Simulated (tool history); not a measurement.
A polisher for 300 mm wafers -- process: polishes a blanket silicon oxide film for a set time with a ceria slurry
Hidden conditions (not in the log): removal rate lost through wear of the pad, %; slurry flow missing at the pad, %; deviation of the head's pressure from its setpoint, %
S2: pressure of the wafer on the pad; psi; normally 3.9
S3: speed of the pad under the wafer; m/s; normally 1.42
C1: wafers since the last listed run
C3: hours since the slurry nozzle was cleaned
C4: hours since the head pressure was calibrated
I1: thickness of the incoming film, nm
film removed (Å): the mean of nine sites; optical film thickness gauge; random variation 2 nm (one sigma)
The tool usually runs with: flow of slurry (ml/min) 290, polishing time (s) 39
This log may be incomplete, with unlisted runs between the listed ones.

Run 1, day 0: usual settings but flow of slurry (ml/min) 235; C1 0; wafers polished on this pad 848; C3 627.2; C4 992.9; I1 883.3. Result: film removed (Å) 2412.
Run 2, day 0.4: usual settings but flow of slurry (ml/min) 250; C1 95; wafers polished on this pad 944; C3 636.8; C4 1002.5; I1 884. Result: film removed (Å) 2386.
Run 3, day 1.046: usual settings but flow of slurry (ml/min) 250; C1 154; wafers polished on this pad 1099; C3 652.3; C4 1018; I1 866.1. Result: film removed (Å) 2359.
At day 1.508: worn pad replaced by a new one.
Run 4, day 1.583: usual settings but flow of slurry (ml/min) 220; C1 88; wafers polished on this pad 17; C3 665.2; C4 1030.9; I1 875.6. Result: film removed (Å) 2524.
Run 5, day 1.838: usual settings but flow of slurry (ml/min) 220; C1 60; wafers polished on this pad 78; C3 671.3; C4 1037; I1 883.1. Result: film removed (Å) 2516.
Run 6, day 2.492: usual settings but flow of slurry (ml/min) 220; C1 156; wafers polished on this pad 235; C3 687; C4 1052.7; I1 882.5. Result: film removed (Å) 2506.
Run 7, day 2.883: usual settings; C1 93; wafers polished on this pad 329; C3 696.4; C4 1062.1; I1 865.4. Result: film removed (Å) 2531.
Run 8, day 3.412: usual settings; C1 126; wafers polished on this pad 456; C3 709.1; C4 1074.8; I1 881.2. Result: film removed (Å) 2544.
Run 9, day 3.975: usual settings; C1 134; wafers polished on this pad 591; C3 722.6; C4 1088.3; I1 852.9. Result: film removed (Å) 2520.
Run 10, day 4.425: usual settings but flow of slurry (ml/min) 245; C1 107; wafers polished on this pad 699; C3 733.4; C4 1099.1; I1 870.3. Result: film removed (Å) 2466.
Run 11, day 4.717: usual settings; C1 69; wafers polished on this pad 769; C3 740.4; C4 1106.1; I1 868.7. Result: film removed (Å) 2489.
Run 12, day 5.133: usual settings but S3 1.72 m/s; C1 99; wafers polished on this pad 868; C3 750.4; C4 1116.1; I1 864.6. Result: film removed (Å) 2867.
Run 13, day 6.754: usual settings; C1 388; wafers polished on this pad 1257; C3 789.3; C4 1155; I1 860.8. Result: film removed (Å) 2359.
At day 7.104: worn pad replaced by a new one.
Run 14, day 7.183: usual settings but flow of slurry (ml/min) 240, S3 1.58 m/s, polishing time (s) 26; C1 62; wafers polished on this pad 18; C3 799.6; C4 1165.3; I1 877.3. Result: film removed (Å) 1820.
Run 15, day 7.642: usual settings but S2 5 psi, polishing time (s) 31; C1 109; wafers polished on this pad 128; C3 810.6; C4 1176.3; I1 877.8. Result: film removed (Å) 2574.
Run 16, day 8.288: usual settings; C1 154; wafers polished on this pad 283; C3 826.1; C4 1191.8; I1 867.1. Result: film removed (Å) 2559.
Run 17, day 8.629: usual settings but S2 2.7 psi, polishing time (s) 53; C1 81; wafers polished on this pad 365; C3 834.3; C4 1200; I1 873.4. Result: film removed (Å) 2400.
Run 18, day 8.892: usual settings but flow of slurry (ml/min) 205, S2 2.7 psi, S3 1.1 m/s, polishing time (s) 35; C1 62; wafers polished on this pad 428; C3 840.6; C4 1206.3; I1 879.6. Result: film removed (Å) 1274.
Run 19, day 9.221: usual settings but flow of slurry (ml/min) 230, S2 5.2 psi, S3 1.8 m/s, polishing time (s) 25; C1 78; wafers polished on this pad 506; C3 848.5; C4 1214.2; I1 877.4. Result: film removed (Å) 2543.
Run 20, day 9.958: usual settings but flow of slurry (ml/min) 265, S3 1.82 m/s, polishing time (s) 49; C1 176; wafers polished on this pad 683; C3 866.2; C4 1231.9; I1 864.8. Result: film removed (Å) 3785.
Run 21, day 10.604: usual settings but flow of slurry (ml/min) 220; C1 154; wafers polished on this pad 838; C3 881.7; C4 1247.4; I1 861.9. Result: film removed (Å) 2374.
At day 10.688: slurry nozzle cleaned.
At day 12.033: worn pad replaced by a new one.
Run 22, day 12.783: usual settings but flow of slurry (ml/min) 340, S2 2.6 psi; C1 472; wafers polished on this pad 179; C3 50.3; C4 1299.7; I1 874.2. Result: film removed (Å) 1720.
Run 23, day 13.362: usual settings but flow of slurry (ml/min) 240, S3 1.58 m/s, polishing time (s) 26; C1 138; wafers polished on this pad 318; C3 64.2; C4 1313.6; I1 872.1. Result: film removed (Å) 1810.
At day 13.517: head pressure recalibrated.
Run 24, day 13.888: usual settings but S2 3.5 psi, S3 0.94 m/s; C1 105; wafers polished on this pad 424; C3 76.8; C4 8.9; I1 880.4. Result: film removed (Å) 1675.
Run 25, day 14.612: usual settings but S2 4.6 psi, polishing time (s) 27; C1 173; wafers polished on this pad 597; C3 94.2; C4 26.3; I1 875. Result: film removed (Å) 2008.
Run 26, day 15.025: usual settings but flow of slurry (ml/min) 240, polishing time (s) 48; C1 98; wafers polished on this pad 696; C3 104.1; C4 36.2; I1 861.2. Result: film removed (Å) 2991.
Run 27, day 15.721: usual settings; C1 166; wafers polished on this pad 863; C3 120.8; C4 52.9; I1 881. Result: film removed (Å) 2430.
Run 28, day 16.15: usual settings but S3 1.3 m/s; C1 102; wafers polished on this pad 966; C3 131.1; C4 63.2; I1 885.9. Result: film removed (Å) 2246.
Run 29, day 16.4: usual settings but flow of slurry (ml/min) 350, S2 2.7 psi, S3 1.64 m/s, polishing time (s) 49; C1 59; wafers polished on this pad 1026; C3 137.1; C4 69.2; I1 873.6. Result: film removed (Å) 2391.
At day 16.754: worn pad replaced by a new one.
Run 30, day 16.775: usual settings but flow of slurry (ml/min) 250; C1 49; wafers polished on this pad 4; C3 146.1; C4 78.2; I1 873.5. Result: film removed (Å) 2454.
Run 31, day 17.462: usual settings but S3 1.72 m/s; C1 164; wafers polished on this pad 169; C3 162.6; C4 94.7; I1 854.7. Result: film removed (Å) 2925.
Run 32, day 18.196: usual settings but polishing time (s) 52; C1 175; wafers polished on this pad 345; C3 180.2; C4 112.3; I1 864.4. Result: film removed (Å) 3373.
Run 33, day 18.775: usual settings but flow of slurry (ml/min) 200, S3 1.72 m/s, polishing time (s) 48; C1 138; wafers polished on this pad 484; C3 194.1; C4 126.2; I1 875.7. Result: film removed (Å) 3470.
Run 34, day 19.088: usual settings but flow of slurry (ml/min) 370, S3 1.06 m/s; C1 74; wafers polished on this pad 559; C3 201.6; C4 133.7; I1 879.6. Result: film removed (Å) 2022.
Run 35, day 19.504: usual settings but S2 5.1 psi, polishing time (s) 47; C1 99; wafers polished on this pad 659; C3 211.6; C4 143.7; I1 876.8. Result: film removed (Å) 3848.
Run 36, day 20.242: usual settings but S2 3.1 psi; C1 176; wafers polished on this pad 835; C3 229.3; C4 161.4; I1 866.7. Result: film removed (Å) 1932.

For each entry between runs, how does the tool's hidden state at the last listed run before it compare with that at the first listed run after it?
Between runs 3 and 4: worn pad replaced by a new one (day 1.508)
  removal rate lost through wear of the pad, %: 7.31 -> 0.178
  what was measured, less what the result would be without the hidden state, film removed (Å): -186 -> -4
Between runs 13 and 14: worn pad replaced by a new one (day 7.104)
  removal rate lost through wear of the pad, %: 9.39 -> 0.756
  what was measured, less what the result would be without the hidden state, film removed (Å): -244 -> -14
Between runs 21 and 22: slurry nozzle cleaned (day 10.688); worn pad replaced by a new one (day 12.033)
  removal rate lost through wear of the pad, %: 4.85 -> 0.863
  what was measured, less what the result would be without the hidden state, film removed (Å): -121 -> -15
Between runs 23 and 24: head pressure recalibrated (day 13.517)
  removal rate lost through wear of the pad, %: 1.27 -> 1.82
  what was measured, less what the result would be without the hidden state, film removed (Å): -23 -> -31
Between runs 29 and 30: worn pad replaced by a new one (day 16.754)
  removal rate lost through wear of the pad, %: 7.05 -> 1.73
  what was measured, less what the result would be without the hidden state, film removed (Å): -181 -> -43
